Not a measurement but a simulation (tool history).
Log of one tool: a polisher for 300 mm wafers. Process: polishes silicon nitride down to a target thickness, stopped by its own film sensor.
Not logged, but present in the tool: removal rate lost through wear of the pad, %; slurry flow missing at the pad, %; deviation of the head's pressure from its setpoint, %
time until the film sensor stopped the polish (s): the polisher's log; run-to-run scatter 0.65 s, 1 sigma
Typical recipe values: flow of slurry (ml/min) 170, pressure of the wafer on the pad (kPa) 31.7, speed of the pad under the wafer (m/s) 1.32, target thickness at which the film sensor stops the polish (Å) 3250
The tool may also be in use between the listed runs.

run	hour	flow of slurry (ml/min)	pressure of the wafer on the pad (kPa)	speed of the pad under the wafer (m/s)	target thickness at which the film sensor stops the polish (Å)	wafers since the last listed run	wafers polished on this pad	hours since the slurry nozzle was cleaned	hours since the head pressure was calibrated	incoming thickness of the incoming film, nm	time until the film sensor stopped the polish (s)
1	0.0	170	31.7	1.32	3250	0	644	379.2	1501.0	503.8	76.0
2	11.7	170	31.7	1.32	3250	111	756	390.9	1512.7	506.5	79.9
3	27.5	170	31.7	1.32	3250	150	907	406.7	1528.5	508.9	79.0
4	40.0	170	31.7	1.32	3250	119	1026	419.2	1541.0	505.3	79.4
# hour 56.6: worn pad replaced by a new one
5	57.1	170	25.5	1.32	3250	124	4	436.3	1558.1	496.8	90.6
6	62.6	170	31.7	1.32	3500	52	57	441.8	1563.6	502.0	64.2
7	74.8	170	31.7	1.32	3500	116	173	454.0	1575.8	499.1	63.9
8	81.4	170	25.5	1.48	3250	62	236	460.6	1582.4	505.8	87.7
9	90.7	170	25.5	1.48	3250	88	325	469.9	1591.7	496.9	84.8
10	99.5	170	31.7	1.32	3250	83	409	478.7	1600.5	506.2	77.4
11	113.8	170	31.7	1.32	3250	136	545	493.0	1614.8	499.3	75.2
12	122.1	170	31.7	1.32	3250	79	624	501.3	1623.1	501.6	76.7
13	130.1	215	31.7	1.32	3250	76	701	509.3	1631.1	504.4	75.1
# hour 135.4: slurry nozzle cleaned
14	136.1	170	31.7	1.32	3250	47	748	0.7	1637.1	493.3	71.5
# hour 141.9: head pressure recalibrated
15	152.4	170	31.7	1.32	3250	136	885	17.0	10.5	501.8	74.1

What will run 16 give?
16	165.8	170	31.7	0.92	3250	127	1012	30.4	23.9	495.8	?

Logged for run 16: time until the film sensor stopped the polish (s) 92.8.
Had the tool carried no hidden state, the very same run would have given time until the film sensor stopped the polish (s) 88.8.

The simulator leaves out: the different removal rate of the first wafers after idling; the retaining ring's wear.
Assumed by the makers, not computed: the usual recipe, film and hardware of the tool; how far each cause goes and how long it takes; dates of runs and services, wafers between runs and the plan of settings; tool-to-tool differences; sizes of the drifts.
